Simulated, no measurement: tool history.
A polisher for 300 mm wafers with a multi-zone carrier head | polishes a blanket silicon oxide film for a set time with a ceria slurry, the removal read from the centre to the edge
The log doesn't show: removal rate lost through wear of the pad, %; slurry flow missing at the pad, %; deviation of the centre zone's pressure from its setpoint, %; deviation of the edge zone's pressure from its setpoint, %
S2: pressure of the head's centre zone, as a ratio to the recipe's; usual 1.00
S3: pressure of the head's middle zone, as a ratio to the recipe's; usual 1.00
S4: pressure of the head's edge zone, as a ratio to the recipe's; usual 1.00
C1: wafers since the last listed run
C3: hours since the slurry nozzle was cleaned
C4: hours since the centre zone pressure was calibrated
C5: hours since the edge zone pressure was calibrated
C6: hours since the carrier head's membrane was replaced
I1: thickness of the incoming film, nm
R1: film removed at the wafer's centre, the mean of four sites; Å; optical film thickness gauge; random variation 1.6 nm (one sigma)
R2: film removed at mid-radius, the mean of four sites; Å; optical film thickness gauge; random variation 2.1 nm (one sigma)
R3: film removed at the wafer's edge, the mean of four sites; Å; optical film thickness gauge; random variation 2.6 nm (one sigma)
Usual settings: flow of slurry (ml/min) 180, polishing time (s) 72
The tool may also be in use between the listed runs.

Run 1, hour 0.0: usual settings but flow of slurry (ml/min) 220; C1 0; wafers polished on this pad 126; C3 154.4; C4 1128.7; C5 13.3; C6 27.6; I1 1699.1. Result: R1 1886 Å, R2 1891 Å, R3 1851 Å.
Run 2, hour 14.0: usual settings; C1 186; wafers polished on this pad 313; C3 168.4; C4 1142.7; C5 27.3; C6 41.6; I1 1708.9. Result: R1 1810 Å, R2 1800 Å, R3 1756 Å.
Run 3, hour 22.1: usual settings but flow of slurry (ml/min) 245, S2 1.07; C1 107; wafers polished on this pad 420; C3 176.5; C4 1150.8; C5 35.4; C6 49.7; I1 1709.3. Result: R1 1978 Å, R2 1857 Å, R3 1798 Å.
Run 4, hour 33.3: usual settings; C1 148; wafers polished on this pad 569; C3 187.7; C4 1162.0; C5 46.6; C6 60.9; I1 1728.4. Result: R1 1779 Å, R2 1806 Å, R3 1793 Å.
Run 5, hour 49.3: usual settings but polishing time (s) 79; C1 212; wafers polished on this pad 782; C3 203.7; C4 1178.0; C5 62.6; C6 76.9; I1 1690.7. Result: R1 1921 Å, R2 1928 Å, R3 1887 Å.
Run 6, hour 66.7: usual settings but flow of slurry (ml/min) 120, S2 1.06, S4 0.92, polishing time (s) 56; C1 231; wafers polished on this pad 1013; C3 221.1; C4 1195.4; C5 80.0; C6 94.3; I1 1717.4. Result: R1 1367 Å, R2 1277 Å, R3 1266 Å.
Run 7, hour 79.2: usual settings but flow of slurry (ml/min) 120, S4 0.90; C1 166; wafers polished on this pad 1180; C3 233.6; C4 1207.9; C5 92.5; C6 106.8; I1 1731.5. Result: R1 1643 Å, R2 1667 Å, R3 1583 Å.
Run 8, hour 86.6: usual settings but S2 1.05, S3 1.06, S4 1.05, polishing time (s) 59; C1 98; wafers polished on this pad 1278; C3 241.0; C4 1215.3; C5 99.9; C6 114.2; I1 1698.8. Result: R1 1502 Å, R2 1512 Å, R3 1441 Å.
Run 9, hour 93.6: usual settings but flow of slurry (ml/min) 240; C1 93; wafers polished on this pad 1371; C3 248.0; C4 1222.3; C5 106.9; C6 121.2; I1 1718.1. Result: R1 1803 Å, R2 1779 Å, R3 1762 Å.
At hour 101.3: slurry nozzle cleaned.
At hour 104.0: centre zone pressure recalibrated.
At hour 108.5: worn pad replaced by a new one.
Run 10, hour 109.0: usual settings; C1 111; wafers polished on this pad 6; C3 7.7; C4 5.0; C5 122.3; C6 136.6; I1 1701.2. Result: R1 1837 Å, R2 1845 Å, R3 1830 Å.
Run 11, hour 114.7: usual settings but S2 0.94, S3 1.06, polishing time (s) 91; C1 75; wafers polished on this pad 82; C3 13.4; C4 10.7; C5 128.0; C6 142.3; I1 1723.3. Result: R1 2177 Å, R2 2395 Å, R3 2342 Å.
Run 12, hour 125.5: usual settings; C1 143; wafers polished on this pad 225; C3 24.2; C4 21.5; C5 138.8; C6 153.1; I1 1712.9. Result: R1 1811 Å, R2 1808 Å, R3 1810 Å.
Run 13, hour 135.1: usual settings but flow of slurry (ml/min) 230, S2 0.94, S3 0.96, polishing time (s) 85; C1 127; wafers polished on this pad 353; C3 33.8; C4 31.1; C5 148.4; C6 162.7; I1 1684.7. Result: R1 2053 Å, R2 2130 Å, R3 2136 Å.
Run 14, hour 142.5: usual settings but S2 1.10; C1 98; wafers polished on this pad 451; C3 41.2; C4 38.5; C5 155.8; C6 170.1; I1 1737.6. Result: R1 1996 Å, R2 1793 Å, R3 1757 Å.
Run 15, hour 151.9: usual settings but flow of slurry (ml/min) 225, S3 1.08; C1 124; wafers polished on this pad 576; C3 50.6; C4 47.9; C5 165.2; C6 179.5; I1 1708.9. Result: R1 1853 Å, R2 1891 Å, R3 1813 Å.
Run 16, hour 204.2: usual settings but flow of slurry (ml/min) 160, S4 0.92; C1 695; wafers polished on this pad 1272; C3 102.9; C4 100.2; C5 217.5; C6 231.8; I1 1698.5. Result: R1 1715 Å, R2 1733 Å, R3 1653 Å.
Run 17, hour 215.1: usual settings; C1 144; wafers polished on this pad 1417; C3 113.8; C4 111.1; C5 228.4; C6 242.7; I1 1713.5. Result: R1 1765 Å, R2 1738 Å, R3 1672 Å.
At hour 219.1: worn pad replaced by a new one.
Run 18, hour 227.3: usual settings but flow of slurry (ml/min) 230, S3 1.04, S4 1.09; C1 109; wafers polished on this pad 108; C3 126.0; C4 123.3; C5 240.6; C6 254.9; I1 1714.9. Result: R1 1890 Å, R2 1922 Å, R3 1954 Å.
Run 19, hour 270.2: usual settings; C1 570; wafers polished on this pad 679; C3 168.9; C4 166.2; C5 283.5; C6 297.8; I1 1700.5. Result: R1 1764 Å, R2 1788 Å, R3 1735 Å.
Run 20, hour 280.5: usual settings but flow of slurry (ml/min) 240, S2 1.04; C1 136; wafers polished on this pad 816; C3 179.2; C4 176.5; C5 293.8; C6 308.1; I1 1716.0. Result: R1 1905 Å, R2 1794 Å, R3 1777 Å.
Run 21, hour 288.1: usual settings; C1 101; wafers polished on this pad 917; C3 186.8; C4 184.1; C5 301.4; C6 315.7; I1 1705.0. Result: R1 1765 Å, R2 1765 Å, R3 1723 Å.

Forecast each of these 5 alternatives for the next run:
Run A, hour 288.5: usual settings; C1 5; wafers polished on this pad 922; C3 187.2; C4 184.5; C5 301.8; C6 316.1; I1 1717.7. Result: R1 ?, R2 ?, R3 ?.
Run B, hour 288.5: usual settings but S3 0.91, S4 1.08; C1 5; wafers polished on this pad 922; C3 187.2; C4 184.5; C5 301.8; C6 316.1; I1 1717.7. Result: R1 ?, R2 ?, R3 ?.
Run C, hour 288.5: usual settings but flow of slurry (ml/min) 145, S2 1.06; C1 5; wafers polished on this pad 922; C3 187.2; C4 184.5; C5 301.8; C6 316.1; I1 1717.7. Result: R1 ?, R2 ?, R3 ?.
Run D, hour 288.5: usual settings but flow of slurry (ml/min) 125, S3 0.91, polishing time (s) 60; C1 5; wafers polished on this pad 922; C3 187.2; C4 184.5; C5 301.8; C6 316.1; I1 1717.7. Result: R1 ?, R2 ?, R3 ?.
Run E, hour 288.5: usual settings but flow of slurry (ml/min) 155, S2 1.11, polishing time (s) 55; C1 5; wafers polished on this pad 922; C3 187.2; C4 184.5; C5 301.8; C6 316.1; I1 1717.7. Result: R1 ?, R2 ?, R3 ?.

run    R1    R2    R3
  A  1770  1736  1696
  B  1769  1647  1762
  C  1819  1688  1662
  D  1396  1308  1366
  E  1470  1300  1277
Without the tool's hidden state the same runs would have given:
run    R1    R2    R3
  A  1877  1841  1798
  B  1876  1746  1869
  C  1929  1790  1762
  D  1481  1387  1448
  E  1559  1379  1355
